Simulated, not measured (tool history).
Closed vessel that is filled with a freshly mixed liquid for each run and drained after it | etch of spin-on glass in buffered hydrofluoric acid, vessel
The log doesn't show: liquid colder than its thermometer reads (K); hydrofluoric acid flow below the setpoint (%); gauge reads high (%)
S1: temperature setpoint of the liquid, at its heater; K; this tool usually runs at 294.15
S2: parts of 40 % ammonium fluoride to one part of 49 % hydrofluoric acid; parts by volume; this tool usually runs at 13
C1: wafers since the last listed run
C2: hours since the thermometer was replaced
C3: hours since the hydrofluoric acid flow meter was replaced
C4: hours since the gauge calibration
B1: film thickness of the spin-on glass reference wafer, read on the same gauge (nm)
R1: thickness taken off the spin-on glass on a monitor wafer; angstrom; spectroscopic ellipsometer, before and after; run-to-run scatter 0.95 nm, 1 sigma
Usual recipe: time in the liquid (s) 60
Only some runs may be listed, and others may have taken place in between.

Run 1, hour 0: usual settings but S1 298.15 K; C1 0; C2 702; C3 253; C4 759.4; B1 29.97. Result: R1 1354.1 angstrom.
Run 2, hour 48.5: usual settings but S1 298.15 K; C1 5596; C2 750.5; C3 301.5; C4 807.9; B1 30. Result: R1 1334.4 angstrom.
Run 3, hour 86.6: usual settings but S1 298.15 K; C1 4396; C2 788.6; C3 339.6; C4 846; B1 30.04. Result: R1 1320.8 angstrom.
At hour 107.9: gauge calibrated.
Run 4, hour 147.6: usual settings; C1 7038; C2 849.6; C3 400.6; C4 39.7; B1 30.03. Result: R1 1046.8 angstrom.
Run 5, hour 173.4: usual settings; C1 2977; C2 875.4; C3 426.4; C4 65.5; B1 30.01. Result: R1 1051.7 angstrom.
Run 6, hour 355.2: usual settings; C1 20978; C2 1057.2; C3 608.2; C4 247.3; B1 29.99. Result: R1 1040 angstrom.
Run 7, hour 545: usual settings; C1 21901; C2 1247; C3 798; C4 437.1; B1 30.01. Result: R1 1017.6 angstrom.
Run 8, hour 581.5: usual settings but S1 290.65 K; C1 4211; C2 1283.5; C3 834.5; C4 473.6; B1 29.98. Result: R1 827.4 angstrom.
Run 9, hour 648.9: usual settings; C1 7777; C2 1350.9; C3 901.9; C4 541; B1 30.01. Result: R1 991.4 angstrom.
Run 10, hour 712.5: usual settings; C1 7338; C2 1414.5; C3 965.5; C4 604.6; B1 30.02. Result: R1 988.3 angstrom.
Run 11, hour 762.7: usual settings; C1 5792; C2 1464.7; C3 1015.7; C4 654.8; B1 30.01. Result: R1 969.4 angstrom.
Run 12, hour 833.6: usual settings; C1 8181; C2 1535.6; C3 1086.6; C4 725.7; B1 29.98. Result: R1 958.3 angstrom.
At hour 852.5: hydrofluoric acid flow meter replaced.
Run 13, hour 902.9: usual settings but time in the liquid (s) 45; C1 7881; C2 1604.9; C3 50.4; C4 795; B1 30.01. Result: R1 774.6 angstrom.
Run 14, hour 936.7: usual settings; C1 3900; C2 1638.7; C3 84.2; C4 828.8; B1 29.99. Result: R1 1009.5 angstrom.
Run 15, hour 967.6: usual settings; C1 3565; C2 1669.6; C3 115.1; C4 859.7; B1 29.99. Result: R1 1007.7 angstrom.
Run 16, hour 997.2: usual settings but S1 298.15 K, S2 10.5 parts by volume, time in the liquid (s) 40; C1 3415; C2 1699.2; C3 144.7; C4 889.3; B1 30. Result: R1 1049.6 angstrom.
Run 17, hour 1060.2: usual settings; C1 7269; C2 1762.2; C3 207.7; C4 952.3; B1 30.01. Result: R1 999.8 angstrom.
Run 18, hour 1106.3: usual settings but time in the liquid (s) 90; C1 5319; C2 1808.3; C3 253.8; C4 998.4; B1 29.99. Result: R1 1505.2 angstrom.
At hour 1131.5: gauge calibrated.
Run 19, hour 1160.8: usual settings but S1 295.65 K, S2 16 parts by volume, time in the liquid (s) 80; C1 6288; C2 1862.8; C3 308.3; C4 29.3; B1 30.01. Result: R1 1159.2 angstrom.
Run 20, hour 1185.6: usual settings; C1 2861; C2 1887.6; C3 333.1; C4 54.1; B1 30. Result: R1 988.6 angstrom.
Run 21, hour 1212.8: usual settings but S1 298.65 K, time in the liquid (s) 40; C1 3138; C2 1914.8; C3 360.3; C4 81.3; B1 29.99. Result: R1 849.1 angstrom.
Run 22, hour 1273.1: usual settings; C1 6958; C2 1975.1; C3 420.6; C4 141.6; B1 30.01. Result: R1 981.6 angstrom.
At hour 1294.5: thermometer replaced.
Run 23, hour 1303.7: usual settings but S2 9 parts by volume, time in the liquid (s) 30; C1 3415; C2 9.2; C3 451.2; C4 172.2; B1 30. Result: R1 775.7 angstrom.
Run 24, hour 1371.4: usual settings but S1 292.15 K, time in the liquid (s) 35; C1 7811; C2 76.9; C3 518.9; C4 239.9; B1 30.02. Result: R1 570.8 angstrom.
Run 25, hour 1425.3: usual settings; C1 6219; C2 130.8; C3 572.8; C4 293.8; B1 29.98. Result: R1 1103.7 angstrom.
Run 26, hour 1450.4: usual settings but S2 17.5 parts by volume; C1 2896; C2 155.9; C3 597.9; C4 318.9; B1 30.01. Result: R1 814.9 angstrom.
Run 27, hour 1494.9: usual settings but S2 11.5 parts by volume, time in the liquid (s) 75; C1 5134; C2 200.4; C3 642.4; C4 363.4; B1 30. Result: R1 1497.6 angstrom.
Run 28, hour 1550.7: usual settings but S1 295.65 K, S2 16 parts by volume, time in the liquid (s) 80; C1 6438; C2 256.2; C3 698.2; C4 419.2; B1 30.01. Result: R1 1283.4 angstrom.
Run 29, hour 1717.7: usual settings but S1 298.15 K, S2 17.5 parts by volume, time in the liquid (s) 75; C1 19270; C2 423.2; C3 865.2; C4 586.2; B1 30.01. Result: R1 1228.1 angstrom.

Forecast each of these 4 alternatives for the next run:
Run A, hour 1718.4: usual settings; C1 80; C2 423.9; C3 865.9; C4 586.9; B1 ?. Result: R1 ?.
Run B, hour 1718.4: usual settings but S2 10.5 parts by volume; C1 80; C2 423.9; C3 865.9; C4 586.9; B1 ?. Result: R1 ?.
Run C, hour 1718.4: usual settings but time in the liquid (s) 40; C1 80; C2 423.9; C3 865.9; C4 586.9; B1 ?. Result: R1 ?.
Run D, hour 1718.4: usual settings but S2 16.5 parts by volume, time in the liquid (s) 40; C1 80; C2 423.9; C3 865.9; C4 586.9; B1 ?. Result: R1 ?.

run  B1      R1
  A  30  1060.9
  B  30  1307.5
  C  30   707.2
  D  30   559.3
What these runs would have given with no unlogged condition in the tool:
run      R1
  A  1153.2
  B  1420.8
  C   768.8
  D   608.2
